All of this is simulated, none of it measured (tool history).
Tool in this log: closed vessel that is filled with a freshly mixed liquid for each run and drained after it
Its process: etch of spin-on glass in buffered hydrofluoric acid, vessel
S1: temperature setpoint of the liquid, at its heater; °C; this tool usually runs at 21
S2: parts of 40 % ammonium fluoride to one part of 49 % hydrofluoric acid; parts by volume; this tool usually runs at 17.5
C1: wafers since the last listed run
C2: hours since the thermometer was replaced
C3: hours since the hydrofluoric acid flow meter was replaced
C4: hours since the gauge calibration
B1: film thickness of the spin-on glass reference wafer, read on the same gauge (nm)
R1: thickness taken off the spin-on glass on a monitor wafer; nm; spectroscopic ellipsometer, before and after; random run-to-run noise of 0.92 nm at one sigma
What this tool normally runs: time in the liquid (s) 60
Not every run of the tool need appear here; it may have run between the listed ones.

run 1 hour=0 | S1=21 S2=21.5 time_in_the_liquid_(s)=60 | C1=0 C2=310.1 C3=677.1 C4=130.3 | B1=30.01 | R1=79.82
run 2 hour=27.8 | S1=21 S2=21.5 time_in_the_liquid_(s)=60 | C1=3174 C2=337.9 C3=704.9 C4=158.1 | B1=29.99 | R1=78.79
run 3 hour=60.3 | S1=21 S2=21.5 time_in_the_liquid_(s)=60 | C1=3710 C2=370.4 C3=737.4 C4=190.6 | B1=30.02 | R1=78.35
run 4 hour=76.6 | S1=21 S2=17.5 time_in_the_liquid_(s)=60 | C1=1861 C2=386.7 C3=753.7 C4=206.9 | B1=30.02 | R1=96.58
run 5 hour=90.8 | S1=21 S2=17.5 time_in_the_liquid_(s)=60 | C1=1621 C2=400.9 C3=767.9 C4=221.1 | B1=30.01 | R1=97.11
run 6 hour=122 | S1=24 S2=14.5 time_in_the_liquid_(s)=60 | C1=3562 C2=432.1 C3=799.1 C4=252.3 | B1=29.98 | R1=136.88
run 7 hour=149.5 | S1=24 S2=14.5 time_in_the_liquid_(s)=60 | C1=3139 C2=459.6 C3=826.6 C4=279.8 | B1=29.98 | R1=136.78
run 8 hour=167.3 | S1=24 S2=14.5 time_in_the_liquid_(s)=60 | C1=2032 C2=477.4 C3=844.4 C4=297.6 | B1=30 | R1=137.59
run 9 hour=188.2 | S1=21 S2=17.5 time_in_the_liquid_(s)=60 | C1=2386 C2=498.3 C3=865.3 C4=318.5 | B1=30.02 | R1=96.52
-- hour=188.5 gauge calibrated
run 10 hour=221.5 | S1=21 S2=17.5 time_in_the_liquid_(s)=60 | C1=3801 C2=531.6 C3=898.6 C4=33 | B1=29.99 | R1=96.63
run 11 hour=245.7 | S1=21 S2=17.5 time_in_the_liquid_(s)=60 | C1=2762 C2=555.8 C3=922.8 C4=57.2 | B1=30 | R1=94.66
run 12 hour=280.7 | S1=25 S2=20 time_in_the_liquid_(s)=30 | C1=3996 C2=590.8 C3=957.8 C4=92.2 | B1=30.01 | R1=52.59
run 13 hour=311.4 | S1=21 S2=17.5 time_in_the_liquid_(s)=60 | C1=3505 C2=621.5 C3=988.5 C4=122.9 | B1=30.02 | R1=95.53
-- hour=362.3 hydrofluoric acid flow meter replaced
run 14 hour=398.1 | S1=21 S2=14.5 time_in_the_liquid_(s)=30 | C1=9784 C2=708.2 C3=35.8 C4=209.6 | B1=29.99 | R1=52.2
run 15 hour=412.5 | S1=21 S2=23.5 time_in_the_liquid_(s)=60 | C1=1644 C2=722.6 C3=50.2 C4=224 | B1=30.02 | R1=66.33
-- hour=427.6 thermometer replaced
run 16 hour=445.7 | S1=21 S2=17.5 time_in_the_liquid_(s)=60 | C1=3676 C2=18.1 C3=83.4 C4=257.2 | B1=29.99 | R1=92.65
run 17 hour=476.2 | S1=21 S2=14.5 time_in_the_liquid_(s)=85 | C1=3482 C2=48.6 C3=113.9 C4=287.7 | B1=30 | R1=161.3
run 18 hour=492.2 | S1=17 S2=15 time_in_the_liquid_(s)=50 | C1=1826 C2=64.6 C3=129.9 C4=303.7 | B1=30.02 | R1=71.52
-- hour=501 gauge calibrated
run 19 hour=513.3 | S1=18 S2=17.5 time_in_the_liquid_(s)=70 | C1=2409 C2=85.7 C3=151 C4=12.3 | B1=30 | R1=90.83
run 20 hour=533.8 | S1=23.5 S2=17.5 time_in_the_liquid_(s)=60 | C1=2340 C2=106.2 C3=171.5 C4=32.8 | B1=29.99 | R1=107.51
run 21 hour=566.9 | S1=21 S2=17.5 time_in_the_liquid_(s)=75 | C1=3779 C2=139.3 C3=204.6 C4=65.9 | B1=29.99 | R1=116.15

What if the next run were any one of these 5? Each begins from the tool's condition after run 21:
run A hour=567.6 | S1=21 S2=17.5 time_in_the_liquid_(s)=60 | C1=79 C2=140 C3=205.3 C4=66.6 | B1=? | R1=?
run B hour=567.6 | S1=22.5 S2=10.5 time_in_the_liquid_(s)=30 | C1=79 C2=140 C3=205.3 C4=66.6 | B1=? | R1=?
run C hour=567.6 | S1=22.5 S2=22 time_in_the_liquid_(s)=60 | C1=79 C2=140 C3=205.3 C4=66.6 | B1=? | R1=?
run D hour=567.6 | S1=21 S2=17.5 time_in_the_liquid_(s)=45 | C1=79 C2=140 C3=205.3 C4=66.6 | B1=? | R1=?
run E hour=567.6 | S1=24.5 S2=17.5 time_in_the_liquid_(s)=75 | C1=79 C2=140 C3=205.3 C4=66.6 | B1=? | R1=?

run=A B1=30.01 R1=92.72
run=B B1=30.01 R1=83.13
run=C B1=30.01 R1=82
run=D B1=30.01 R1=69.54
run=E B1=30.01 R1=140.63
Without the tool's unlogged condition, the same runs would have read:
run=A R1=92.16
run=B R1=82.64
run=C R1=82.22
run=D R1=69.12
run=E R1=139.71
